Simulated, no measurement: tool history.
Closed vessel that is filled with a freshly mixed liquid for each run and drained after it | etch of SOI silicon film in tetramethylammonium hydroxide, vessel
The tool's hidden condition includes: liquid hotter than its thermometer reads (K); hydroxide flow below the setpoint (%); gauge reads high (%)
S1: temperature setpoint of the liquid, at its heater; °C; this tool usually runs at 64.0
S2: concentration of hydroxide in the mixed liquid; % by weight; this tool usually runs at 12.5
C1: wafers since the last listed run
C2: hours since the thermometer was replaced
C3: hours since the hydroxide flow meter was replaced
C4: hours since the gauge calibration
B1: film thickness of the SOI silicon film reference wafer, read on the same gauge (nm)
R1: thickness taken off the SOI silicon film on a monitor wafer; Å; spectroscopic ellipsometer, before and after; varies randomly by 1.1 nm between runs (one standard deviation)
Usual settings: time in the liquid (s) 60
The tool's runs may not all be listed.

Run 1, day 0.000: usual settings; C1 0; C2 1957.1; C3 893.1; C4 180.1; B1 139.99. Result: R1 3070.4 Å.
Run 2, day 0.638: usual settings; C1 1058; C2 1972.4; C3 908.4; C4 195.4; B1 140.01. Result: R1 3047.8 Å.
Run 3, day 1.846: usual settings but time in the liquid (s) 40; C1 2005; C2 2001.4; C3 937.4; C4 224.4; B1 139.97. Result: R1 2064.5 Å.
At day 6.242: gauge calibrated.
Run 4, day 6.321: usual settings but time in the liquid (s) 40; C1 7427; C2 2108.8; C3 1044.8; C4 1.9; B1 140.02. Result: R1 2072.6 Å.
Run 5, day 7.054: usual settings but time in the liquid (s) 40; C1 1217; C2 2126.4; C3 1062.4; C4 19.5; B1 140.01. Result: R1 2052.9 Å.
At day 7.350: hydroxide flow meter replaced.
Run 6, day 8.225: usual settings but S1 60.0 °C, S2 10.0 % by weight; C1 1874; C2 2154.5; C3 21.0; C4 47.6; B1 139.99. Result: R1 2494.0 Å.
Run 7, day 9.596: usual settings but S1 58.5 °C; C1 2275; C2 2187.4; C3 53.9; C4 80.5; B1 140.01. Result: R1 2096.2 Å.
Run 8, day 10.862: usual settings but S1 61.0 °C; C1 2102; C2 2217.8; C3 84.3; C4 110.9; B1 140.03. Result: R1 2464.6 Å.
Run 9, day 11.512: usual settings but S1 61.0 °C; C1 1078; C2 2233.4; C3 99.9; C4 126.5; B1 140.00. Result: R1 2459.1 Å.
Run 10, day 13.525: usual settings but S2 16.0 % by weight, time in the liquid (s) 95; C1 3340; C2 2281.7; C3 148.2; C4 174.8; B1 140.00. Result: R1 4192.2 Å.
Run 11, day 14.333: usual settings but time in the liquid (s) 45; C1 1341; C2 2301.1; C3 167.6; C4 194.2; B1 140.02. Result: R1 2215.9 Å.

Run 12, settings as shown, results not yet in. Your forecast:
At day 15.642: thermometer replaced.
Run 12, day 15.662: usual settings; C1 2137; C2 0.5; C3 199.5; C4 226.1; B1 ?. Result: R1 ?.

Run 12 produced B1 140.02, R1 2952.9 Å.
Had the tool carried no hidden state, the very same run would have given R1 2924.2 Å.
